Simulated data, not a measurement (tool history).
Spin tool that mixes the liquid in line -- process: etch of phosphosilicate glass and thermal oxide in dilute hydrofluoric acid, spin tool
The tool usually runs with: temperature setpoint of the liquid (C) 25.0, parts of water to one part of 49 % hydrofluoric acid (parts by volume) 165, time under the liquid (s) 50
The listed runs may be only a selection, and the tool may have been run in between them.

run   hour  temperature setpoint of the liquid (C)  parts of water to one part of 49 % hydrofluoric acid (parts by volume)  time under the liquid (s)  read-back film thickness of the phosphosilicate glass reference wafer, read on the same gauge (nm)  read-back film thickness of the thermal oxide reference wafer, read on the same gauge (nm)  thickness taken off the phosphosilicate glass on a monitor wafer (Å)  thickness taken off the thermal oxide on a monitor wafer (Å)
  1    0.0                                    25.0                                                                     110                         50                                                                                               30.04                                                                                     150.001                                                                 331.6                                                         21.98
      10.6  -- gauge calibrated
  2   41.8                                    25.0                                                                     165                         50                                                                                               29.98                                                                                     150.005                                                                 202.4                                                         14.31
  3   81.7                                    25.0                                                                     165                         50                                                                                               30.00                                                                                     149.983                                                                 206.1                                                         13.63
  4  143.8                                    25.0                                                                     165                         50                                                                                               30.01                                                                                     150.006                                                                 205.2                                                         13.70
  5  208.8                                    25.0                                                                     165                         50                                                                                               29.98                                                                                     149.986                                                                 202.0                                                         13.01
  6  262.6                                    25.0                                                                     165                         50                                                                                               30.05                                                                                     149.999                                                                 198.8                                                         13.84
  7  343.9                                    25.0                                                                     165                         50                                                                                               29.99                                                                                     150.027                                                                 197.7                                                         12.53
     358.9  -- hydrofluoric acid flow meter replaced
     375.2  -- thermometer replaced
  8  378.6                                    27.0                                                                     110                         40                                                                                               30.05                                                                                     150.007                                                                 294.2                                                         20.01
  9  442.5                                    27.0                                                                     110                         40                                                                                               30.04                                                                                     150.004                                                                 294.4                                                         19.40
     458.4  -- gauge calibrated
 10  473.0                                    22.5                                                                      90                         25                                                                                               29.99                                                                                     149.985                                                                 190.8                                                         13.04
 11  513.9                                    26.5                                                                     100                         40                                                                                               30.01                                                                                     150.008                                                                 322.4                                                         21.24
 12  547.1                                    23.0                                                                      95                         65                                                                                               29.97                                                                                     150.001                                                                 477.3                                                         33.44
 13  614.6                                    27.5                                                                     165                         50                                                                                               29.99                                                                                     149.993                                                                 229.4                                                         15.67
 14  660.1                                    29.5                                                                     190                         60                                                                                               30.02                                                                                     149.969                                                                 248.0                                                         16.39

Predict each of these 4 candidate next runs independently; none follows another, all start after run 14:
  A  660.5                                    25.0                                                                     165                         80                                                                                                   ?                                                                                           ?                                                                     ?                                                             ?
  B  660.5                                    28.0                                                                     165                         50                                                                                                   ?                                                                                           ?                                                                     ?                                                             ?
  C  660.5                                    25.0                                                                     165                         40                                                                                                   ?                                                                                           ?                                                                     ?                                                             ?
  D  660.5                                    25.0                                                                     205                         50                                                                                                   ?                                                                                           ?                                                                     ?                                                             ?

run  read-back film thickness of the phosphosilicate glass reference wafer, read on the same gauge (nm)  read-back film thickness of the thermal oxide reference wafer, read on the same gauge (nm)  thickness taken off the phosphosilicate glass on a monitor wafer (Å)  thickness taken off the thermal oxide on a monitor wafer (Å)
  A                                                                                               30.02                                                                                     150.011                                                                 336.0                                                         21.62
  B                                                                                               30.02                                                                                     150.011                                                                 234.5                                                         15.09
  C                                                                                               30.02                                                                                     150.011                                                                 168.0                                                         10.81
  D                                                                                               30.02                                                                                     150.011                                                                 161.5                                                         10.39
Without the tool's hidden state the same runs would have given:
run  thickness taken off the phosphosilicate glass on a monitor wafer (Å)  thickness taken off the thermal oxide on a monitor wafer (Å)
  A                                                                 348.5                                                         22.43
  B                                                                 243.3                                                         15.66
  C                                                                 174.2                                                         11.21
  D                                                                 167.6                                                         10.79

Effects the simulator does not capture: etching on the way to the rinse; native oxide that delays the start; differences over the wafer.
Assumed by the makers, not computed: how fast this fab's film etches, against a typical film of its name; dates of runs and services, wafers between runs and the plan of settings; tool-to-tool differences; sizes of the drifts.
